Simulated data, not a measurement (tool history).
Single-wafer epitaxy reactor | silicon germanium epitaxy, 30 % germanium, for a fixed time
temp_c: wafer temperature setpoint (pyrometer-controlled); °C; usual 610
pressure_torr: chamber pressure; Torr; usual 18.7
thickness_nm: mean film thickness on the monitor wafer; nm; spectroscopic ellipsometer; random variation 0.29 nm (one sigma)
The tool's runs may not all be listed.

run,hour,temp_c,pressure_torr,wafers since the last listed run,hours since the last pyrometer calibration,hours since the last manometer calibration,hours since the showerhead was replaced,hours since the gauge calibration,"read-back reference wafer on the same gauge, thickness_nm",thickness_nm
1,0.0,610,16.3,0,1191.2,620.6,3670.0,544.7,77.132,71.301
2,100.9,610,18.7,1651,1292.1,721.5,3770.9,645.6,77.154,76.719
3,173.0,610,18.7,1180,1364.2,793.6,3843.0,717.7,77.083,76.939
# hour 237.8: capacitance manometer re-zeroed and calibrated
4,240.6,610,18.7,975,1431.8,2.8,3910.6,785.3,77.142,74.109
5,298.3,610,18.7,944,1489.5,60.5,3968.3,843.0,77.032,75.108
6,362.4,610,18.7,1049,1553.6,124.6,4032.4,907.1,77.050,75.101
7,469.1,610,18.7,1746,1660.3,231.3,4139.1,1013.8,77.160,76.600
8,560.3,610,18.7,1492,1751.5,322.5,4230.3,1105.0,77.211,76.033
9,604.3,600,18.7,720,1795.5,366.5,4274.3,1149.0,77.143,65.366
10,659.2,600,18.7,898,1850.4,421.4,4329.2,1203.9,77.067,65.397
11,721.3,610,18.7,1016,1912.5,483.5,4391.3,1266.0,77.138,76.991
# hour 728.8: gauge calibrated
12,792.5,610,18.7,1165,1983.7,554.7,4462.5,63.7,77.107,77.476
13,869.1,610,16.8,1253,2060.3,631.3,4539.1,140.3,77.088,73.146
14,956.1,610,16.8,1424,2147.3,718.3,4626.1,227.3,77.125,72.193
15,1039.4,610,18.7,1363,2230.6,801.6,4709.4,310.6,77.033,77.475
16,1133.4,610,18.7,1538,2324.6,895.6,4803.4,404.6,77.124,77.300
17,1218.9,614,14.2,1399,2410.1,981.1,4888.9,490.1,77.108,70.018
# hour 1244.9: capacitance manometer re-zeroed and calibrated
18,1313.9,617,20.6,1424,2505.1,69.0,4983.9,585.1,77.013,88.586
19,1368.1,610,16.8,887,2559.3,123.2,5038.1,639.3,77.025,71.571
20,1457.2,610,18.7,1458,2648.4,212.3,5127.2,728.4,77.113,77.106
# hour 1472.0: pyrometer calibrated
21,1548.4,618,14.0,1361,76.4,303.5,5218.4,819.6,77.174,69.925
# hour 1611.0: showerhead replaced
22,1628.8,610,18.7,1185,156.8,383.9,17.8,900.0,77.020,74.449
23,1682.2,598,16.8,874,210.2,437.3,71.2,953.4,77.101,57.867

Forecast run 24:
24,1988.1,619,18.7,5007,516.1,743.2,377.1,1259.3,?,?

Run 24 gave read-back reference wafer on the same gauge, thickness_nm 77.094, thickness_nm 87.199 nm.
Without the tool's hidden state the same run would have given thickness_nm 81.154 nm.
